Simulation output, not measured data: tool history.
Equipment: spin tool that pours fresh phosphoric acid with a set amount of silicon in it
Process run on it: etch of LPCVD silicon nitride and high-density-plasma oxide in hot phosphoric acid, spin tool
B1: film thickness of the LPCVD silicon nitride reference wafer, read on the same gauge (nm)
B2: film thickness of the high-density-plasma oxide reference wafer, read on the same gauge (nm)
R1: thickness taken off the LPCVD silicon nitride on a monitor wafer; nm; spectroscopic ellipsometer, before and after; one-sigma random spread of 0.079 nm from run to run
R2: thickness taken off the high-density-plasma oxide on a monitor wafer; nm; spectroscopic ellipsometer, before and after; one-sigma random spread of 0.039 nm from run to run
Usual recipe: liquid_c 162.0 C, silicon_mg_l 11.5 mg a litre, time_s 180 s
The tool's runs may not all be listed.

Run 1, hour 0.0: usual settings but silicon_mg_l 6.0 mg a litre; B1 80.00; B2 109.974. Result: R1 12.86 nm, R2 0.447 nm.
Run 2, hour 8.7: usual settings but liquid_c 164.0 C, time_s 145 s; B1 80.01; B2 110.005. Result: R1 11.06 nm, R2 0.344 nm.
Run 3, hour 17.9: usual settings; B1 80.01; B2 110.014. Result: R1 13.04 nm, R2 0.414 nm.
Run 4, hour 35.7: usual settings; B1 80.00; B2 110.000. Result: R1 13.01 nm, R2 0.471 nm.
Run 5, hour 50.2: usual settings; B1 80.00; B2 110.003. Result: R1 12.82 nm, R2 0.356 nm.
At hour 56.6: heated supply line repaired.
At hour 59.5: thermometer replaced.
Run 6, hour 60.8: usual settings but liquid_c 164.5 C; B1 79.98; B2 110.010. Result: R1 15.01 nm, R2 0.597 nm.
Run 7, hour 78.7: usual settings but liquid_c 159.0 C; B1 80.01; B2 110.002. Result: R1 12.59 nm, R2 0.344 nm.
Run 8, hour 113.7: usual settings but silicon_mg_l 3.0 mg a litre; B1 80.00; B2 110.001. Result: R1 13.94 nm, R2 0.564 nm.
Run 9, hour 131.6: usual settings but liquid_c 164.0 C; B1 80.01; B2 109.990. Result: R1 14.78 nm, R2 0.534 nm.
At hour 175.4: dissolved silicon flow meter replaced.
Run 10, hour 175.9: usual settings but liquid_c 165.0 C, time_s 125 s; B1 79.98; B2 110.009. Result: R1 10.56 nm, R2 0.381 nm.
Run 11, hour 187.2: usual settings but time_s 95 s; B1 80.00; B2 109.990. Result: R1 7.32 nm, R2 0.250 nm.
At hour 193.5: gauge calibrated.
Run 12, hour 200.1: usual settings but liquid_c 161.0 C, time_s 255 s; B1 80.00; B2 110.016. Result: R1 19.04 nm, R2 0.469 nm.
Run 13, hour 216.5: usual settings but silicon_mg_l 5.0 mg a litre; B1 80.00; B2 109.988. Result: R1 13.81 nm, R2 0.606 nm.
Run 14, hour 243.9: usual settings but liquid_c 160.0 C, silicon_mg_l 18.5 mg a litre, time_s 100 s; B1 80.01; B2 109.998. Result: R1 7.11 nm, R2 0.147 nm.
Run 15, hour 251.1: usual settings; B1 79.98; B2 110.021. Result: R1 13.83 nm, R2 0.447 nm.
Run 16, hour 269.1: usual settings but liquid_c 163.0 C, silicon_mg_l 16.5 mg a litre; B1 80.01; B2 109.997. Result: R1 14.27 nm, R2 0.409 nm.
Run 17, hour 286.4: usual settings but liquid_c 159.5 C, silicon_mg_l 16.5 mg a litre; B1 80.01; B2 109.986. Result: R1 12.75 nm, R2 0.310 nm.
Run 18, hour 300.2: usual settings but time_s 260 s; B1 80.01; B2 109.992. Result: R1 19.99 nm, R2 0.712 nm.
Run 19, hour 307.0: usual settings; B1 80.02; B2 110.011. Result: R1 13.92 nm, R2 0.407 nm.
Run 20, hour 323.2: usual settings but liquid_c 160.5 C, silicon_mg_l 6.5 mg a litre, time_s 245 s; B1 80.00; B2 109.997. Result: R1 17.73 nm, R2 0.640 nm.

Alternative continuations, all from the tool just after run 20; predict every row:
Run A, hour 323.7: usual settings but silicon_mg_l 19.5 mg a litre; B1 ?; B2 ?. Result: R1 ?, R2 ?.
Run B, hour 323.7: usual settings but liquid_c 159.5 C, time_s 275 s; B1 ?; B2 ?. Result: R1 ?, R2 ?.
Run C, hour 323.7: usual settings but liquid_c 163.5 C, time_s 125 s; B1 ?; B2 ?. Result: R1 ?, R2 ?.
Run D, hour 323.7: usual settings but silicon_mg_l 3.0 mg a litre, time_s 125 s; B1 ?; B2 ?. Result: R1 ?, R2 ?.
Run E, hour 323.7: usual settings but time_s 250 s; B1 ?; B2 ?. Result: R1 ?, R2 ?.

run     B1       B2     R1     R2
  A  80.00  110.018  13.85  0.350
  B  80.00  110.018  19.46  0.544
  C  80.00  110.018  10.11  0.332
  D  80.00  110.018   9.62  0.356
  E  80.00  110.018  19.23  0.595
Without the tool's hidden state the same runs would have given:
run     R1     R2
  A  13.79  0.346
  B  19.38  0.539
  C  10.07  0.329
  D   9.58  0.352
  E  19.15  0.590

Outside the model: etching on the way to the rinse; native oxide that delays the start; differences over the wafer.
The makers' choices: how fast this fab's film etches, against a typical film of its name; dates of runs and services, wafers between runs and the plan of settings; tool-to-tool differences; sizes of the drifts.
